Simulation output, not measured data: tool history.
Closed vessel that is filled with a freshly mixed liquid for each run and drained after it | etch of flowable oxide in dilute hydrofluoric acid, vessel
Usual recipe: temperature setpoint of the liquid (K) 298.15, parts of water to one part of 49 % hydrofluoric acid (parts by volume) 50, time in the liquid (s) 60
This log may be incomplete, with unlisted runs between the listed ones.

run,day,temperature setpoint of the liquid (K),parts of water to one part of 49 % hydrofluoric acid (parts by volume),time in the liquid (s),"read-back film thickness of the flowable oxide reference wafer, read on the same gauge (nm)",thickness taken off the flowable oxide on a monitor wafer (nm)
1,0.000,298.15,50,60,129.88,84.59
2,1.846,298.15,50,60,129.69,84.69
3,10.762,298.15,60,85,128.59,98.01
4,12.125,298.15,60,85,128.45,97.10
5,14.367,298.15,45,85,128.13,131.80
6,17.021,298.15,45,85,127.82,131.94
7,19.229,298.15,45,85,127.62,130.43
8,20.721,298.15,55,60,127.43,74.50
9,23.542,300.65,40,60,127.04,115.96
10,25.292,300.65,40,60,126.84,116.89
11,26.675,298.15,35,60,126.64,121.20
12,29.075,298.15,35,60,126.36,119.20
# day 29.083: gauge calibrated
13,31.438,298.15,50,60,129.16,83.76
14,34.150,298.15,50,60,128.77,84.22
15,35.912,298.15,65,60,128.64,62.85
# day 36.917: thermometer replaced
16,38.879,293.65,60,45,128.25,43.18
17,40.504,298.15,50,60,128.05,83.30
18,42.188,293.65,50,35,127.82,40.07
19,45.133,298.15,50,60,127.48,82.75
# day 45.692: hydrofluoric acid flow meter replaced
20,48.083,298.15,50,50,127.09,68.81
21,49.221,298.15,50,45,126.98,61.74
22,50.817,298.15,50,60,126.79,82.44
23,53.804,301.65,40,45,126.42,90.56
24,55.238,298.15,50,60,126.31,81.94
25,57.700,301.15,50,60,125.95,92.92
26,59.896,301.65,60,50,125.68,64.23
27,62.717,298.15,50,30,125.35,40.69
28,65.238,298.15,50,60,125.03,81.01

4 ways to go on from here, each from the tool as it stands after run 28. What would each give?
A,65.267,298.15,70,60,?,?
B,65.267,296.65,50,60,?,?
C,65.267,298.15,70,80,?,?
D,65.267,298.15,40,75,?,?

run,"read-back film thickness of the flowable oxide reference wafer, read on the same gauge (nm)",thickness taken off the flowable oxide on a monitor wafer (nm)
A,125.06,56.43
B,125.06,76.30
C,125.06,75.24
D,125.06,128.53
With no hidden state in the tool, these same runs would have given:
run,thickness taken off the flowable oxide on a monitor wafer (nm)
A,58.67
B,79.33
C,78.23
D,133.64
